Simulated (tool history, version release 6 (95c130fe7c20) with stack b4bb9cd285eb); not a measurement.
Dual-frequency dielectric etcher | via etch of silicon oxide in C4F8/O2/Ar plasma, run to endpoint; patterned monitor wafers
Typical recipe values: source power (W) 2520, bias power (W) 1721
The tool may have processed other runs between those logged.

run,hour,source power (W),bias power (W),"incoming incoming film thickness, nm",endpoint time (s)
1,0.0,2520,1994,1151.7,228.5
2,14.2,2520,1404,1141.2,243.8
3,26.5,3020,1721,1155.2,220.9
4,35.8,3020,1721,1148.7,220.1
5,44.7,3020,1721,1148.7,219.1
6,58.1,2520,1721,1140.1,231.7
7,73.5,2520,1721,1162.3,237.5
8,85.7,2520,1721,1144.0,233.6
9,95.0,2520,1721,1146.8,232.1
10,102.5,2520,1721,1142.7,231.9
# hour 136.2: upper electrode replaced
11,136.7,2520,1721,1153.4,234.1
12,137.1,2520,1721,1152.5,234.3
13,140.0,2380,1721,1160.3,241.7
14,150.2,3020,1721,1139.4,216.1
15,157.6,2790,2007,1153.4,219.0
16,182.2,2520,1395,1146.9,242.6
17,188.9,2770,1721,1147.1,226.3
18,197.1,2520,1721,1153.7,233.9
19,207.7,1950,1387,1142.6,265.9
20,216.8,2350,1345,1148.7,252.5
# hour 244.1: wet clean of the chamber
21,244.6,2520,1721,1162.3,238.7
22,245.0,2520,1721,1156.5,237.0
23,255.7,2170,1372,1150.0,261.0
# hour 267.8: bias power generator calibrated
24,268.3,2690,1721,1154.3,231.6
25,290.2,2240,1834,1158.4,244.6
# hour 297.0: source power generator calibrated
26,299.1,2520,1721,1160.1,238.0
27,313.6,2340,1977,1157.2,235.7
28,326.9,2770,1423,1140.4,234.4
29,340.4,3020,1721,1140.2,220.1
30,351.8,2520,1331,1150.0,248.6
31,365.0,2520,1721,1137.3,233.3
32,374.1,2520,1469,1160.2,244.9
33,385.5,2110,2101,1153.5,239.7
34,392.4,2520,1721,1144.3,234.1
35,436.0,2320,1721,1161.3,242.5

4 ways to go on from here, each from the tool as it stands after run 35. What would each give?
A,436.5,2520,1906,1159.0,?
B,436.5,2200,1495,1159.0,?
C,436.5,1960,1370,1159.0,?
D,436.5,3070,1959,1159.0,?

run,endpoint time (s)
A,230.0
B,254.2
C,269.2
D,213.2
What these runs would have given with no unlogged condition in the tool:
run,endpoint time (s)
A,231.9
B,256.3
C,271.4
D,215.0
